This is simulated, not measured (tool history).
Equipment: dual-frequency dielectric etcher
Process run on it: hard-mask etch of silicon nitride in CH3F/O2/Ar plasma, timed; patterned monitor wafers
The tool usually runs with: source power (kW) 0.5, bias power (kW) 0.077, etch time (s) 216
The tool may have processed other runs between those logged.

| run | day | source power (kW) | bias power (kW) | etch time (s) | wafers since the last listed run | hours since the last wet clean | hours since the last source power generator calibration | hours since the last bias power generator calibration | hours since the last upper electrode change | hours since the gauge calibration | read-back reference wafer on the same gauge, depth_nm | mean etch depth across the wafer (angstrom) |
|---|---|---|---|---|---|---|---|---|---|---|---|---|
| 1 | 0 | 0.5 | 0.077 | 216 | 0 | 115.8 | 4488 | 2951.8 | 5427.4 | 269.3 | 178.1 | 1608 |
| 2 | 0.912 | 0.5 | 0.077 | 216 | 148 | 137.7 | 4509.9 | 2973.7 | 5449.3 | 291.2 | 178 | 1608 |
| 3 | 1.696 | 0.5 | 0.077 | 216 | 127 | 156.5 | 4528.7 | 2992.5 | 5468.1 | 310 | 177.9 | 1605 |
| 4 | 2.5 | 0.5 | 0.077 | 216 | 130 | 175.8 | 4548 | 3011.8 | 5487.4 | 329.3 | 178.1 | 1608 |
| 5 | 3.896 | 0.5 | 0.077 | 216 | 227 | 209.3 | 4581.5 | 3045.3 | 5520.9 | 362.8 | 178 | 1602 |
| 6 | 5.35 | 0.5 | 0.077 | 216 | 236 | 244.2 | 4616.4 | 3080.2 | 5555.8 | 397.7 | 178.1 | 1602 |
| 7 | 6.242 | 0.5 | 0.077 | 216 | 145 | 265.6 | 4637.8 | 3101.6 | 5577.2 | 419.1 | 178.1 | 1603 |
| 8 | 8.017 | 0.5 | 0.077 | 216 | 288 | 308.2 | 4680.4 | 3144.2 | 5619.8 | 461.7 | 178.1 | 1600 |
| 9 | 8.871 | 0.5 | 0.077 | 216 | 139 | 328.7 | 4700.9 | 3164.7 | 5640.3 | 482.2 | 178.2 | 1597 |
| 10 | 9.7 | 0.5 | 0.077 | 216 | 134 | 348.6 | 4720.8 | 3184.6 | 5660.2 | 502.1 | 177.9 | 1594 |
| 11 | 10.767 | 0.5 | 0.077 | 216 | 173 | 374.2 | 4746.4 | 3210.2 | 5685.8 | 527.7 | 178.1 | 1600 |
| 12 | 11.379 | 0.5 | 0.077 | 216 | 99 | 388.9 | 4761.1 | 3224.9 | 5700.5 | 542.4 | 178 | 1591 |
|  | 11.896 | source power generator calibrated |
|  | 12.8 | gauge calibrated |
|  | 13.279 | wet clean of the chamber |
|  | 14.992 | bias power generator calibrated |
| 13 | 15.012 | 0.6 | 0.084 | 162 | 374 | 41.6 | 74.8 | 0.5 | 5787.7 | 53.1 | 177.9 | 1293 |
| 14 | 15.7 | 0.46 | 0.086 | 216 | 111 | 58.1 | 91.3 | 17 | 5804.2 | 69.6 | 178.1 | 1608 |
| 15 | 16.975 | 0.5 | 0.072 | 195.5 | 207 | 88.7 | 121.9 | 47.6 | 5834.8 | 100.2 | 177.9 | 1435 |
| 16 | 17.871 | 0.6 | 0.088 | 279 | 145 | 110.2 | 143.4 | 69.1 | 5856.3 | 121.7 | 178 | 2257 |
|  | 19.654 | upper electrode replaced |
| 17 | 19.675 | 0.58 | 0.07 | 216 | 130 | 153.5 | 186.7 | 112.4 | 0.5 | 165 | 178 | 1650 |
| 18 | 19.692 | 0.6 | 0.077 | 184 | 2 | 153.9 | 187.1 | 112.8 | 0.9 | 165.4 | 178.1 | 1445 |
| 19 | 19.954 | 0.59 | 0.077 | 271.5 | 42 | 160.2 | 193.4 | 119.1 | 7.2 | 171.7 | 178.1 | 2123 |
| 20 | 21.471 | 0.5 | 0.077 | 216 | 246 | 196.6 | 229.8 | 155.5 | 43.6 | 208.1 | 177.9 | 1605 |
| 21 | 22.008 | 0.5 | 0.071 | 216 | 87 | 209.5 | 242.7 | 168.4 | 56.5 | 221 | 177.9 | 1581 |
| 22 | 23.358 | 0.45 | 0.077 | 252 | 219 | 241.9 | 275.1 | 200.8 | 88.9 | 253.4 | 177.9 | 1806 |
| 23 | 24.554 | 0.54 | 0.077 | 266 | 194 | 270.6 | 303.8 | 229.5 | 117.6 | 282.1 | 178 | 2003 |
| 24 | 25.738 | 0.58 | 0.07 | 216 | 192 | 299 | 332.2 | 257.9 | 146 | 310.5 | 178.1 | 1639 |
| 25 | 26.533 | 0.5 | 0.077 | 216 | 129 | 318.1 | 351.3 | 277 | 165.1 | 329.6 | 178 | 1589 |
| 26 | 27.367 | 0.5 | 0.077 | 216 | 135 | 338.1 | 371.3 | 297 | 185.1 | 349.6 | 178 | 1591 |
| 27 | 28.85 | 0.5 | 0.077 | 216 | 241 | 373.7 | 406.9 | 332.6 | 220.7 | 385.2 | 178 | 1593 |
|  | 30.504 | wet clean of the chamber |
| 28 | 30.525 | 0.56 | 0.058 | 235.5 | 109 | 0.5 | 447.1 | 372.8 | 260.9 | 425.4 | 177.9 | 1725 |
| 29 | 30.542 | 0.5 | 0.089 | 193 | 2 | 0.9 | 447.5 | 373.2 | 261.3 | 425.8 | 178 | 1487 |

Hidden state or all else? Some run-to-run changes of mean etch depth across the wafer (angstrom), split into what the settings, what came in and random variation would give without the hidden state, and what is left for the hidden state (with any gauge scatter that isn't in both results):
The hidden state here: etch rate over this chamber's usual, %; source power that arrives over what is set, %; bias power that arrives over what is set, %; gauge reads high (%).
Run 12 -> 13: source power (kW) 0.5 -> 0.6, bias power (kW) 0.077 -> 0.084, etch time (s) 216 -> 162, source power generator calibrated, gauge calibrated, wet clean of the chamber, bias power generator calibrated. mean etch depth across the wafer (angstrom) -298: hidden state +18, all else -316.
Run 15 -> 16: source power (kW) 0.5 -> 0.6, bias power (kW) 0.072 -> 0.088, etch time (s) 195.5 -> 279. mean etch depth across the wafer (angstrom) +822: hidden state -6, all else +828.
Run 18 -> 19: source power (kW) 0.6 -> 0.59, etch time (s) 184 -> 271.5. mean etch depth across the wafer (angstrom) +678: hidden state -6, all else +684.
Run 27 -> 28: source power (kW) 0.5 -> 0.56, bias power (kW) 0.077 -> 0.058, etch time (s) 216 -> 235.5, wet clean of the chamber. mean etch depth across the wafer (angstrom) +132: hidden state +26, all else +106.
